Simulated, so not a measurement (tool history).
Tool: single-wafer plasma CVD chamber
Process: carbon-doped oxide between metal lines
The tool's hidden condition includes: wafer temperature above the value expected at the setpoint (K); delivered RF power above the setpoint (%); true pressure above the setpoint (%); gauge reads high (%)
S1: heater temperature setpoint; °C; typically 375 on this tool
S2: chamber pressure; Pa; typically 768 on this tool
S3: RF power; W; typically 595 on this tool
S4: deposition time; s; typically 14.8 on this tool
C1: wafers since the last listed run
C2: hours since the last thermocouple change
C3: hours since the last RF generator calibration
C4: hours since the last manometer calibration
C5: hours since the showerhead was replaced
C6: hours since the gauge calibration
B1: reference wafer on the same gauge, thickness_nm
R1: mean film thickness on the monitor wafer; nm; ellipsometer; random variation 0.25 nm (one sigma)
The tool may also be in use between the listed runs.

run 1 hour=0.0 | S1=375 S2=768 S3=680 S4=14.8 | C1=0 C2=1481.5 C3=1407.5 C4=1495.3 C5=4930.9 C6=1773.2 | B1=93.042 | R1=93.517
run 2 hour=66.8 | S1=375 S2=768 S3=680 S4=14.8 | C1=1512 C2=1548.3 C3=1474.3 C4=1562.1 C5=4997.7 C6=1840.0 | B1=93.070 | R1=93.779
run 3 hour=149.6 | S1=375 S2=768 S3=680 S4=14.8 | C1=1875 C2=1631.1 C3=1557.1 C4=1644.9 C5=5080.5 C6=1922.8 | B1=93.041 | R1=93.682
run 4 hour=295.2 | S1=375 S2=768 S3=595 S4=17.1 | C1=3297 C2=1776.7 C3=1702.7 C4=1790.5 C5=5226.1 C6=2068.4 | B1=92.950 | R1=99.857
-- hour=366.9 showerhead replaced
run 5 hour=402.9 | S1=375 S2=768 S3=595 S4=17.1 | C1=2258 C2=1884.4 C3=1810.4 C4=1898.2 C5=36.0 C6=2176.1 | B1=93.070 | R1=99.580
run 6 hour=451.3 | S1=375 S2=768 S3=595 S4=17.1 | C1=1096 C2=1932.8 C3=1858.8 C4=1946.6 C5=84.4 C6=2224.5 | B1=93.138 | R1=99.732
-- hour=492.7 thermocouple changed; heater temperature recalibrated
run 7 hour=493.2 | S1=361 S2=768 S3=595 S4=17.4 | C1=767 C2=0.5 C3=1900.7 C4=1988.5 C5=126.3 C6=2266.4 | B1=93.043 | R1=106.544
run 8 hour=548.4 | S1=375 S2=768 S3=595 S4=14.8 | C1=1250 C2=55.7 C3=1955.9 C4=2043.7 C5=181.5 C6=2321.6 | B1=93.176 | R1=87.774
-- hour=583.9 capacitance manometer re-zeroed and calibrated
run 9 hour=623.2 | S1=375 S2=768 S3=595 S4=12.8 | C1=1512 C2=130.5 C3=2030.7 C4=39.3 C5=256.3 C6=2396.4 | B1=93.089 | R1=74.787
-- hour=680.6 gauge calibrated
-- hour=764.7 RF generator calibrated
run 10 hour=827.7 | S1=389 S2=768 S3=595 S4=14.8 | C1=4450 C2=335.0 C3=63.0 C4=243.8 C5=460.8 C6=147.1 | B1=93.194 | R1=83.229
run 11 hour=910.4 | S1=375 S2=768 S3=595 S4=14.8 | C1=1873 C2=417.7 C3=145.7 C4=326.5 C5=543.5 C6=229.8 | B1=93.058 | R1=86.482
run 12 hour=977.7 | S1=375 S2=768 S3=595 S4=14.8 | C1=1524 C2=485.0 C3=213.0 C4=393.8 C5=610.8 C6=297.1 | B1=93.051 | R1=86.172
run 13 hour=1063.2 | S1=375 S2=768 S3=595 S4=14.8 | C1=1936 C2=570.5 C3=298.5 C4=479.3 C5=696.3 C6=382.6 | B1=93.049 | R1=86.585
run 14 hour=1153.2 | S1=375 S2=768 S3=595 S4=14.8 | C1=2038 C2=660.5 C3=388.5 C4=569.3 C5=786.3 C6=472.6 | B1=93.090 | R1=86.224
run 15 hour=1368.4 | S1=375 S2=768 S3=595 S4=13.3 | C1=4873 C2=875.7 C3=603.7 C4=784.5 C5=1001.5 C6=687.8 | B1=93.136 | R1=77.334
run 16 hour=1445.3 | S1=360 S2=595 S3=640 S4=14.8 | C1=1741 C2=952.6 C3=680.6 C4=861.4 C5=1078.4 C6=764.7 | B1=93.036 | R1=88.000
run 17 hour=1498.5 | S1=382 S2=935 S3=595 S4=14.8 | C1=1204 C2=1005.8 C3=733.8 C4=914.6 C5=1131.6 C6=817.9 | B1=93.102 | R1=87.111
run 18 hour=1586.4 | S1=389 S2=768 S3=510 S4=14.8 | C1=1990 C2=1093.7 C3=821.7 C4=1002.5 C5=1219.5 C6=905.8 | B1=93.117 | R1=75.835
run 19 hour=1632.9 | S1=375 S2=768 S3=675 S4=14.8 | C1=1053 C2=1140.2 C3=868.2 C4=1049.0 C5=1266.0 C6=952.3 | B1=93.194 | R1=93.306
run 20 hour=1712.0 | S1=375 S2=768 S3=595 S4=14.8 | C1=1791 C2=1219.3 C3=947.3 C4=1128.1 C5=1345.1 C6=1031.4 | B1=93.071 | R1=86.305
run 21 hour=1801.7 | S1=375 S2=768 S3=595 S4=14.8 | C1=2031 C2=1309.0 C3=1037.0 C4=1217.8 C5=1434.8 C6=1121.1 | B1=93.092 | R1=86.408
run 22 hour=1892.0 | S1=371 S2=843 S3=655 S4=12.4 | C1=2045 C2=1399.3 C3=1127.3 C4=1308.1 C5=1525.1 C6=1211.4 | B1=93.098 | R1=78.053
run 23 hour=1931.1 | S1=379 S2=907 S3=660 S4=16.9 | C1=885 C2=1438.4 C3=1166.4 C4=1347.2 C5=1564.2 C6=1250.5 | B1=93.166 | R1=105.818
run 24 hour=2038.3 | S1=375 S2=889 S3=595 S4=14.8 | C1=2427 C2=1545.6 C3=1273.6 C4=1454.4 C5=1671.4 C6=1357.7 | B1=93.163 | R1=88.121
run 25 hour=2113.1 | S1=375 S2=704 S3=520 S4=13.6 | C1=1694 C2=1620.4 C3=1348.4 C4=1529.2 C5=1746.2 C6=1432.5 | B1=93.146 | R1=72.019
-- hour=2308.1 thermocouple changed; heater temperature recalibrated
run 26 hour=2317.7 | S1=388 S2=656 S3=680 S4=12.6 | C1=4452 C2=9.6 C3=1553.0 C4=1733.8 C5=1950.8 C6=1637.1 | B1=93.065 | R1=76.122
run 27 hour=2422.2 | S1=375 S2=768 S3=595 S4=14.8 | C1=2366 C2=114.1 C3=1657.5 C4=1838.3 C5=2055.3 C6=1741.6 | B1=93.116 | R1=87.346

List, for all runs, the conditions of the tool that the log does not record:
delivered RF power above the setpoint (%): 0 in every run
gauge reads high (%): 0 in every run
H1: wafer temperature above the value expected at the setpoint (K)
H2: true pressure above the setpoint (%)
run=1 H1=4.58 H2=5.51
run=2 H1=4.65 H2=5.8
run=3 H1=4.72 H2=6.17
run=4 H1=4.84 H2=6.81
run=5 H1=4.91 H2=7.28
run=6 H1=4.94 H2=7.49
run=7 H1=-0.169 H2=7.68
run=8 H1=0.309 H2=7.92
run=9 H1=0.899 H2=0.0382
run=10 H1=2.23 H2=0.936
run=11 H1=2.66 H2=1.3
run=12 H1=2.98 H2=1.59
run=13 H1=3.34 H2=1.97
run=14 H1=3.68 H2=2.36
run=15 H1=4.33 H2=3.31
run=16 H1=4.52 H2=3.65
run=17 H1=4.64 H2=3.88
run=18 H1=4.81 H2=4.27
run=19 H1=4.9 H2=4.47
run=20 H1=5.03 H2=4.82
run=21 H1=5.17 H2=5.21
run=22 H1=5.28 H2=5.61
run=23 H1=5.33 H2=5.78
run=24 H1=5.44 H2=6.25
run=25 H1=5.52 H2=6.58
run=26 H1=0.425 H2=7.48
run=27 H1=1.29 H2=7.93
